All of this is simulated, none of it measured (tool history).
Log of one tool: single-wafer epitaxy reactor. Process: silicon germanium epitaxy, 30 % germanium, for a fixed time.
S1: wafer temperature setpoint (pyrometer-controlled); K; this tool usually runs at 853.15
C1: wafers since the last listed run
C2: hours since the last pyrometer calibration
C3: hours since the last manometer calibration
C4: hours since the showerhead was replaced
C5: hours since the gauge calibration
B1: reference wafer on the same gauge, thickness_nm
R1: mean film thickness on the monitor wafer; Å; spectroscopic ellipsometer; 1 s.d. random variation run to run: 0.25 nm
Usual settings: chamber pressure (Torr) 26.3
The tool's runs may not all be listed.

Run 1, day 0.000: usual settings; C1 0; C2 1661.0; C3 1979.4; C4 4032.7; C5 339.8; B1 41.703. Result: R1 505.25 Å.
Run 2, day 0.550: usual settings; C1 187; C2 1674.2; C3 1992.6; C4 4045.9; C5 353.0; B1 41.649. Result: R1 501.90 Å.
Run 3, day 1.942: usual settings; C1 474; C2 1707.6; C3 2026.0; C4 4079.3; C5 386.4; B1 41.679. Result: R1 502.55 Å.
Run 4, day 2.733: usual settings; C1 269; C2 1726.6; C3 2045.0; C4 4098.3; C5 405.4; B1 41.667. Result: R1 505.11 Å.
Run 5, day 3.621: usual settings; C1 302; C2 1747.9; C3 2066.3; C4 4119.6; C5 426.7; B1 41.704. Result: R1 507.76 Å.
Run 6, day 4.808: usual settings; C1 404; C2 1776.4; C3 2094.8; C4 4148.1; C5 455.2; B1 41.615. Result: R1 506.31 Å.
Run 7, day 5.362: usual settings; C1 188; C2 1789.7; C3 2108.1; C4 4161.4; C5 468.5; B1 41.707. Result: R1 511.77 Å.
Run 8, day 6.338: usual settings but chamber pressure (Torr) 24.6; C1 332; C2 1813.1; C3 2131.5; C4 4184.8; C5 491.9; B1 41.704. Result: R1 500.91 Å.
Run 9, day 7.792: usual settings but chamber pressure (Torr) 24.6; C1 495; C2 1848.0; C3 2166.4; C4 4219.7; C5 526.8; B1 41.661. Result: R1 502.85 Å.
Run 10, day 9.212: usual settings but chamber pressure (Torr) 24.6; C1 484; C2 1882.1; C3 2200.5; C4 4253.8; C5 560.9; B1 41.738. Result: R1 496.37 Å.
At day 11.208: pyrometer calibrated.
Run 11, day 11.525: usual settings; C1 674; C2 7.6; C3 2256.0; C4 4309.3; C5 616.4; B1 41.747. Result: R1 459.44 Å.
At day 12.083: showerhead replaced.
Run 12, day 12.821: usual settings; C1 327; C2 38.7; C3 2287.1; C4 17.7; C5 647.5; B1 41.695. Result: R1 461.11 Å.
Run 13, day 13.625: usual settings; C1 274; C2 58.0; C3 2306.4; C4 37.0; C5 666.8; B1 41.716. Result: R1 463.74 Å.
At day 14.417: capacitance manometer re-zeroed and calibrated.
Run 14, day 14.500: usual settings; C1 184; C2 79.0; C3 2.0; C4 58.0; C5 687.8; B1 41.667. Result: R1 468.33 Å.
Run 15, day 15.050: usual settings but chamber pressure (Torr) 28.5; C1 187; C2 92.2; C3 15.2; C4 71.2; C5 701.0; B1 41.732. Result: R1 473.68 Å.
Run 16, day 17.229: usual settings but S1 857.15 K, chamber pressure (Torr) 24.4; C1 742; C2 144.5; C3 67.5; C4 123.5; C5 753.3; B1 41.663. Result: R1 489.28 Å.
At day 17.312: gauge calibrated.
Run 17, day 18.017: usual settings but S1 859.15 K, chamber pressure (Torr) 28.1; C1 268; C2 163.4; C3 86.4; C4 142.4; C5 16.9; B1 41.688. Result: R1 539.58 Å.
Run 18, day 18.992: usual settings; C1 332; C2 186.8; C3 109.8; C4 165.8; C5 40.3; B1 41.738. Result: R1 466.74 Å.
Run 19, day 20.175: usual settings but S1 840.15 K, chamber pressure (Torr) 30.5; C1 403; C2 215.2; C3 138.2; C4 194.2; C5 68.7; B1 41.670. Result: R1 376.15 Å.
Run 20, day 21.662: usual settings but S1 858.15 K, chamber pressure (Torr) 32.7; C1 506; C2 250.9; C3 173.9; C4 229.9; C5 104.4; B1 41.713. Result: R1 560.37 Å.
Run 21, day 26.158: usual settings but S1 841.15 K; C1 1532; C2 358.8; C3 281.8; C4 337.8; C5 212.3; B1 41.662. Result: R1 366.60 Å.
Run 22, day 27.062: usual settings; C1 308; C2 380.5; C3 303.5; C4 359.5; C5 234.0; B1 41.678. Result: R1 474.55 Å.
Run 23, day 27.696: usual settings; C1 215; C2 395.7; C3 318.7; C4 374.7; C5 249.2; B1 41.678. Result: R1 471.68 Å.
Run 24, day 28.296: usual settings but S1 841.15 K; C1 204; C2 410.1; C3 333.1; C4 389.1; C5 263.6; B1 41.698. Result: R1 373.05 Å.
Run 25, day 29.683: usual settings but chamber pressure (Torr) 32.1; C1 472; C2 443.4; C3 366.4; C4 422.4; C5 296.9; B1 41.718. Result: R1 504.98 Å.
Run 26, day 30.421: usual settings; C1 251; C2 461.1; C3 384.1; C4 440.1; C5 314.6; B1 41.715. Result: R1 478.13 Å.
Run 27, day 32.004: usual settings but S1 845.15 K, chamber pressure (Torr) 22.3; C1 539; C2 499.1; C3 422.1; C4 478.1; C5 352.6; B1 41.701. Result: R1 384.59 Å.
Run 28, day 32.650: usual settings but S1 841.15 K, chamber pressure (Torr) 31.8; C1 220; C2 514.6; C3 437.6; C4 493.6; C5 368.1; B1 41.623. Result: R1 398.96 Å.
Run 29, day 34.108: usual settings; C1 496; C2 549.6; C3 472.6; C4 528.6; C5 403.1; B1 41.722. Result: R1 471.26 Å.

5 ways to go on from here, each from the tool as it stands after run 29. What would each give?
Run A, day 34.125: usual settings; C1 5; C2 550.0; C3 473.0; C4 529.0; C5 403.5; B1 ?. Result: R1 ?.
Run B, day 34.125: usual settings but S1 857.15 K; C1 5; C2 550.0; C3 473.0; C4 529.0; C5 403.5; B1 ?. Result: R1 ?.
Run C, day 34.125: usual settings but S1 844.15 K; C1 5; C2 550.0; C3 473.0; C4 529.0; C5 403.5; B1 ?. Result: R1 ?.
Run D, day 34.125: usual settings but S1 859.15 K, chamber pressure (Torr) 22.4; C1 5; C2 550.0; C3 473.0; C4 529.0; C5 403.5; B1 ?. Result: R1 ?.
Run E, day 34.125: usual settings but S1 858.15 K, chamber pressure (Torr) 24.4; C1 5; C2 550.0; C3 473.0; C4 529.0; C5 403.5; B1 ?. Result: R1 ?.

run      B1      R1
  A  41.656  473.06
  B  41.656  512.26
  C  41.656  394.34
  D  41.656  506.07
  E  41.656  509.93
Without the tool's hidden state the same runs would have given:
run      R1
  A  458.76
  B  496.92
  C  382.16
  D  490.99
  E  494.70

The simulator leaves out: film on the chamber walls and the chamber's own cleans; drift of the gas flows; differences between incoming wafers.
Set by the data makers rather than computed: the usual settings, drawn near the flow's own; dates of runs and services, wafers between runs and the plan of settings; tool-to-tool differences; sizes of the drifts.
